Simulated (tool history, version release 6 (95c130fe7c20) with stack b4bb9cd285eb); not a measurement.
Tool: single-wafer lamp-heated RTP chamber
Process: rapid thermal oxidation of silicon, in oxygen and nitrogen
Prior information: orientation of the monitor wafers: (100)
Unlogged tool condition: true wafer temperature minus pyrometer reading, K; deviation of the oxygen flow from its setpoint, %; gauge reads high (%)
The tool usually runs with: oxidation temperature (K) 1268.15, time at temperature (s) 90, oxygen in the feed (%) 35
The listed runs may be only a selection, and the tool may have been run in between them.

| run | hour | oxidation temperature (K) | time at temperature (s) | oxygen in the feed (%) | wafers since the last listed run | wafers since the last pyrometer calibration | hours since the oxygen flow controller was replaced | hours since the gauge calibration | read-back reference wafer on the same gauge, thickness | oxide thickness on the monitor wafer (Å) |
|---|---|---|---|---|---|---|---|---|---|---|
| 1 | 0.0 | 1268.15 | 90 | 35 | 0 | 4451 | 2001.7 | 1691.2 | 4.427 | 51.67 |
| 2 | 77.4 | 1268.15 | 90 | 35 | 1279 | 5730 | 2079.1 | 1768.6 | 4.436 | 51.82 |
| 3 | 170.2 | 1268.15 | 90 | 35 | 1533 | 7264 | 2171.9 | 1861.4 | 4.430 | 51.56 |
|  | 209.0 | gauge calibrated |
|  | 243.3 | pyrometer window cleaned and pyrometer calibrated |
| 4 | 243.8 | 1268.15 | 90 | 35 | 1084 | 8 | 2245.5 | 34.8 | 4.375 | 50.89 |
| 5 | 300.9 | 1245.15 | 90 | 35 | 943 | 952 | 2302.6 | 91.9 | 4.379 | 43.56 |
| 6 | 393.4 | 1245.15 | 90 | 35 | 1528 | 2481 | 2395.1 | 184.4 | 4.390 | 43.83 |
| 7 | 447.6 | 1268.15 | 90 | 35 | 895 | 3377 | 2449.3 | 238.6 | 4.392 | 51.35 |
| 8 | 486.3 | 1268.15 | 90 | 35 | 639 | 4016 | 2488.0 | 277.3 | 4.395 | 51.42 |
| 9 | 545.9 | 1268.15 | 90 | 35 | 985 | 5001 | 2547.6 | 336.9 | 4.407 | 51.42 |
| 10 | 652.8 | 1268.15 | 90 | 23 | 1766 | 6768 | 2654.5 | 443.8 | 4.409 | 45.03 |
| 11 | 726.2 | 1268.15 | 90 | 35 | 1213 | 7981 | 2727.9 | 517.2 | 4.412 | 51.43 |
|  | 764.9 | pyrometer window cleaned and pyrometer calibrated |
| 12 | 818.1 | 1268.15 | 90 | 35 | 1386 | 878 | 2819.8 | 609.1 | 4.419 | 51.30 |
| 13 | 883.3 | 1268.15 | 90 | 35 | 1077 | 1956 | 2885.0 | 674.3 | 4.418 | 51.61 |
| 14 | 969.2 | 1251.15 | 106 | 35 | 1419 | 3375 | 2970.9 | 760.2 | 4.427 | 49.00 |
| 15 | 1076.1 | 1251.15 | 106 | 35 | 1766 | 5142 | 3077.8 | 867.1 | 4.430 | 48.91 |
| 16 | 1113.1 | 1251.15 | 106 | 35 | 611 | 5754 | 3114.8 | 904.1 | 4.435 | 48.77 |
| 17 | 1160.1 | 1268.15 | 90 | 53 | 776 | 6530 | 3161.8 | 951.1 | 4.429 | 58.88 |
| 18 | 1212.2 | 1268.15 | 90 | 53 | 861 | 7391 | 3213.9 | 1003.2 | 4.433 | 59.52 |
| 19 | 1273.3 | 1268.15 | 53 | 48 | 1009 | 8401 | 3275.0 | 1064.3 | 4.435 | 45.76 |
| 20 | 1371.2 | 1250.15 | 90 | 35 | 1618 | 10019 | 3372.9 | 1162.2 | 4.436 | 45.79 |
|  | 1394.2 | pyrometer window cleaned and pyrometer calibrated |
| 21 | 1407.9 | 1246.15 | 113 | 27 | 474 | 226 | 3409.6 | 1198.9 | 4.438 | 45.13 |
| 22 | 1510.3 | 1242.15 | 90 | 35 | 1692 | 1919 | 3512.0 | 1301.3 | 4.439 | 43.33 |
|  | 1586.3 | oxygen flow controller replaced |
| 23 | 1605.1 | 1245.15 | 90 | 35 | 1434 | 3353 | 18.8 | 1396.1 | 4.441 | 44.41 |
| 24 | 1673.3 | 1283.15 | 90 | 17 | 1127 | 4481 | 87.0 | 1464.3 | 4.442 | 45.30 |
| 25 | 1724.8 | 1247.15 | 52 | 17 | 851 | 5332 | 138.5 | 1515.8 | 4.442 | 31.40 |
| 26 | 1772.1 | 1247.15 | 90 | 35 | 781 | 6114 | 185.8 | 1563.1 | 4.442 | 45.06 |
| 27 | 1856.2 | 1247.15 | 90 | 35 | 1389 | 7504 | 269.9 | 1647.2 | 4.445 | 45.01 |
|  | 1884.9 | gauge calibrated |
| 28 | 1939.3 | 1287.15 | 126 | 17 | 1373 | 8877 | 353.0 | 54.4 | 4.387 | 53.26 |
|  | 1950.6 | pyrometer window cleaned and pyrometer calibrated |
| 29 | 2006.1 | 1250.15 | 90 | 35 | 971 | 917 | 419.8 | 121.2 | 4.395 | 45.41 |
| 30 | 2083.4 | 1247.15 | 90 | 35 | 1277 | 2195 | 497.1 | 198.5 | 4.400 | 44.46 |
| 31 | 2154.5 | 1295.15 | 112 | 26 | 1175 | 3370 | 568.2 | 269.6 | 4.405 | 61.85 |
| 32 | 2215.8 | 1268.15 | 90 | 35 | 1013 | 4383 | 629.5 | 330.9 | 4.413 | 51.19 |

Run 33 is up next; what results do you expect?
| 33 | 2400.5 | 1247.15 | 129 | 61 | 3052 | 7436 | 814.2 | 515.6 | ? | ? |

{"run 33": {"read-back reference wafer on the same gauge, thickness": 4.425, "oxide thickness on the monitor wafer (Å)": 62.44}}
With no hidden state in the tool, this same run would have given oxide thickness on the monitor wafer (Å) 61.81.
